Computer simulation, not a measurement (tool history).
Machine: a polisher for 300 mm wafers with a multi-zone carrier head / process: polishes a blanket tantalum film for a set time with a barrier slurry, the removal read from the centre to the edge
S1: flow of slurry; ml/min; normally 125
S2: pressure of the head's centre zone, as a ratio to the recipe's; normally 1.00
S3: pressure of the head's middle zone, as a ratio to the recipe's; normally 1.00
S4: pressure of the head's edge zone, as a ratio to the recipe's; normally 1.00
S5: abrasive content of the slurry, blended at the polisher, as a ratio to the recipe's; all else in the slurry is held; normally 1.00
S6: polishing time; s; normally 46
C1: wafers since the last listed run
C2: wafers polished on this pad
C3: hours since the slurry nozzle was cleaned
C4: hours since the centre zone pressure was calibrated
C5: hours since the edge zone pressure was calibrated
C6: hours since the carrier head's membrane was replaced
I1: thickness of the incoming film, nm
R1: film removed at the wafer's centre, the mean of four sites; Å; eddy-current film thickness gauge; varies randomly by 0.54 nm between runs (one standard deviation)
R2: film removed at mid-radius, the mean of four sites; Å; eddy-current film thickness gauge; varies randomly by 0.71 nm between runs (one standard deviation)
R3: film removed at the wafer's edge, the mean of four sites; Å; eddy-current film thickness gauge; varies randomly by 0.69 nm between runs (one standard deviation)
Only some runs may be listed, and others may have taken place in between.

run    hour   S1    S2    S3    S4    S5  S6    C1    C2     C3      C4     C5      C6     I1   R1   R2   R3
  1     0.0  125  1.00  1.00  1.00  1.00  46     0  7126   45.8   654.3   49.5   455.1  340.4  661  656  676
       69.9  -- worn pad replaced by a new one
  2   195.4  125  1.00  1.00  1.00  0.90  46  2117  1387  241.2   849.7  244.9   650.5  340.1  647  626  642
  3   237.9  125  1.00  1.00  1.00  0.85  46   470  1857  283.7   892.2  287.4   693.0  346.4  635  608  642
  4   526.0  125  1.00  1.00  1.00  1.00  46  3186  5044  571.8  1180.3  575.5   981.1  340.6  692  654  676
      587.0  -- slurry nozzle cleaned
  5   608.8  125  1.10  1.00  0.95  1.00  53   904  5949   21.8  1263.1  658.3  1063.9  339.2  862  769  754
      657.5  -- edge zone pressure recalibrated
  6   685.8  125  1.00  1.00  1.00  1.00  46   829  6778   98.8  1340.1   28.3  1140.9  340.7  702  671  674
      696.1  -- worn pad replaced by a new one
      728.0  -- centre zone pressure recalibrated
  7   743.0  100  1.00  1.00  1.03  0.85  35   566   496  156.0    15.0   85.5  1198.1  339.5  444  444  469
  8   810.2  125  1.00  1.00  1.00  1.00  46   743  1239  223.2    82.2  152.7  1265.3  344.9  657  657  672
     1120.0  -- carrier head's membrane replaced by a new one
  9  1120.5  125  0.95  1.00  1.10  1.00  46  3376  4616  533.5   392.5  463.0     0.5  339.0  631  661  696
 10  1190.2  125  1.00  1.00  1.00  1.00  37   770  5387  603.2   462.2  532.7    70.2  339.8  531  524  536
     1252.9  -- slurry nozzle cleaned
     1312.9  -- worn pad replaced by a new one
 11  1317.3  125  1.00  1.00  0.95  1.00  40  1350    49   64.4   589.3  659.8   197.3  339.8  583  578  590
 12  1382.4  125  1.00  1.00  0.89  1.00  42   720   769  129.5   654.4  724.9   262.4  341.6  609  612  584
     1431.1  -- edge zone pressure recalibrated
 13  1448.6  125  1.00  1.00  1.00  1.00  46   710  1479  195.7   720.6   17.5   328.6  338.3  662  651  676
 14  1518.8  155  1.07  0.96  1.00  1.00  46   776  2255  265.9   790.8   87.7   398.8  343.2  757  655  689
 15  1582.9  125  1.00  1.00  1.00  1.00  46   708  2964  330.0   854.9  151.8   462.9  341.9  669  663  683
 16  1654.3  125  0.95  1.00  1.10  1.00  46   789  3754  401.4   926.3  223.2   534.3  341.4  644  674  714
 17  1705.3  125  1.04  0.93  1.10  1.00  46   564  4318  452.4   977.3  274.2   585.3  341.3  711  619  699
 18  1748.7  125  1.00  1.00  1.00  1.00  46   480  4798  495.8  1020.7  317.6   628.7  341.5  679  664  677
 19  1852.8  125  1.00  0.92  1.00  1.00  46  1151  5950  599.9  1124.8  421.7   732.8  339.2  678  617  680
     1949.0  -- slurry nozzle cleaned
     1991.1  -- worn pad replaced by a new one
 20  2007.3  125  1.00  1.09  1.00  1.00  46  1653   179   58.3  1279.3  576.2   887.3  344.0  697  699  672
     2035.5  -- edge zone pressure recalibrated
 21  2047.8   95  1.05  1.00  1.00  1.10  37   425   605   98.8  1319.8   12.3   927.8  336.3  556  513  532

List, for all runs, the conditions of the tool that the log does not record:
removal rate lost through wear of the pad, %: 0 across all the runs
slurry flow missing at the pad, %: 0 across all the runs
deviation of the edge zone's pressure from its setpoint, %: 0 across all the runs
H1: deviation of the centre zone's pressure from its setpoint, %
run     H1
  1   2.01
  2   3.08
  3   3.35
  4   5.51
  5   6.24
  6   6.97
  7  0.155
  8  0.179
  9  0.713
 10  0.929
 11   1.41
 12   1.71
 13   2.04
 14   2.42
 15    2.8
 16   3.27
 17   3.62
 18   3.93
 19   4.74
 20   6.09
 21   6.47
